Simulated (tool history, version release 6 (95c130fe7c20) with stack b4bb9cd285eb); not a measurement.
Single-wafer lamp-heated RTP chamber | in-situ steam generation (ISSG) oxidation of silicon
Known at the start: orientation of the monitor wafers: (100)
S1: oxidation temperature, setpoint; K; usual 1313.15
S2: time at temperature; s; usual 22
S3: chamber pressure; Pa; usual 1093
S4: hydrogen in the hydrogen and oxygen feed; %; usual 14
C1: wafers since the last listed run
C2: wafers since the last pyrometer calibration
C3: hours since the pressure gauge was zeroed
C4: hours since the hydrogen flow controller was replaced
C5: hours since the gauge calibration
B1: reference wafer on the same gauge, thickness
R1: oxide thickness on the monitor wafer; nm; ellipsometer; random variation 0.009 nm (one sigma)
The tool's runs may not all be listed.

run   hour       S1  S2    S3  S4    C1    C2      C3      C4     C5     B1     R1
  1    0.0  1313.15  22  1147  14     0  1196  2627.4  5030.2  206.0  7.132  6.069
  2   28.4  1313.15  22  1093  20   423  1620  2655.8  5058.6  234.4  7.126  6.589
  3   55.9  1313.15  19  1093  14   409  2030  2683.3  5086.1  261.9  7.130  5.625
  4   70.2  1313.15  22  1093  14   213  2243  2697.6  5100.4  276.2  7.131  6.096
  5  168.6  1313.15  22  1093  14  1467  3710  2796.0  5198.8  374.6  7.131  6.132
     182.2  -- gauge calibrated
  6  191.8  1313.15  22  1093  14   345  4056  2819.2  5222.0    9.6  7.131  6.131
  7  206.0  1313.15  22  1093  14   211  4268  2833.4  5236.2   23.8  7.131  6.113
  8  241.1  1313.15  22  1093  14   523  4791  2868.5  5271.3   58.9  7.130  6.133
     253.2  -- pyrometer window cleaned and pyrometer calibrated
  9  267.3  1313.15  22  1093  14   271   209  2894.7  5297.5   85.1  7.132  6.039
 10  300.3  1313.15  22  1093  14   491   701  2927.7  5330.5  118.1  7.129  6.048
 11  333.9  1313.15  17  1093  14   500  1202  2961.3  5364.1  151.7  7.134  5.301
 12  348.1  1306.15  28  1093  11   211  1414  2975.5  5378.3  165.9  7.132  6.326
     365.2  -- hydrogen flow controller replaced
     368.0  -- pressure gauge zeroed
 13  368.8  1313.15  29  1240  14   147  1562     0.8     3.6  186.6  7.131  6.994
 14  395.5  1329.15  22  1093  14   398  1960    27.5    30.3  213.3  7.127  6.666
 15  427.9  1313.15  22  1093  14   483  2443    59.9    62.7  245.7  7.127  6.090
 16  458.1  1313.15  17  1093  14   450  2893    90.1    92.9  275.9  7.130  5.342
 17  513.3  1313.15  22  1093  11   822  3716   145.3   148.1  331.1  7.129  5.808
 18  537.1  1313.15  16  1027  11   354  4071   169.1   171.9  354.9  7.132  4.902

Forecast each of these 4 alternatives for the next run:
  A  537.5  1313.15  22   960  14   5  4077  169.5  172.3  355.3   ?   ?
  B  537.5  1295.15  22  1213  14   5  4077  169.5  172.3  355.3   ?   ?
  C  537.5  1322.15  15  1000  11   5  4077  169.5  172.3  355.3   ?   ?
  D  537.5  1322.15  22   920  14   5  4077  169.5  172.3  355.3   ?   ?

run     B1     R1
  A  7.130  6.090
  B  7.130  5.557
  C  7.130  4.957
  D  7.130  6.373
Without the tool's hidden state the same runs would have given:
run     R1
  A  5.998
  B  5.480
  C  4.884
  D  6.272

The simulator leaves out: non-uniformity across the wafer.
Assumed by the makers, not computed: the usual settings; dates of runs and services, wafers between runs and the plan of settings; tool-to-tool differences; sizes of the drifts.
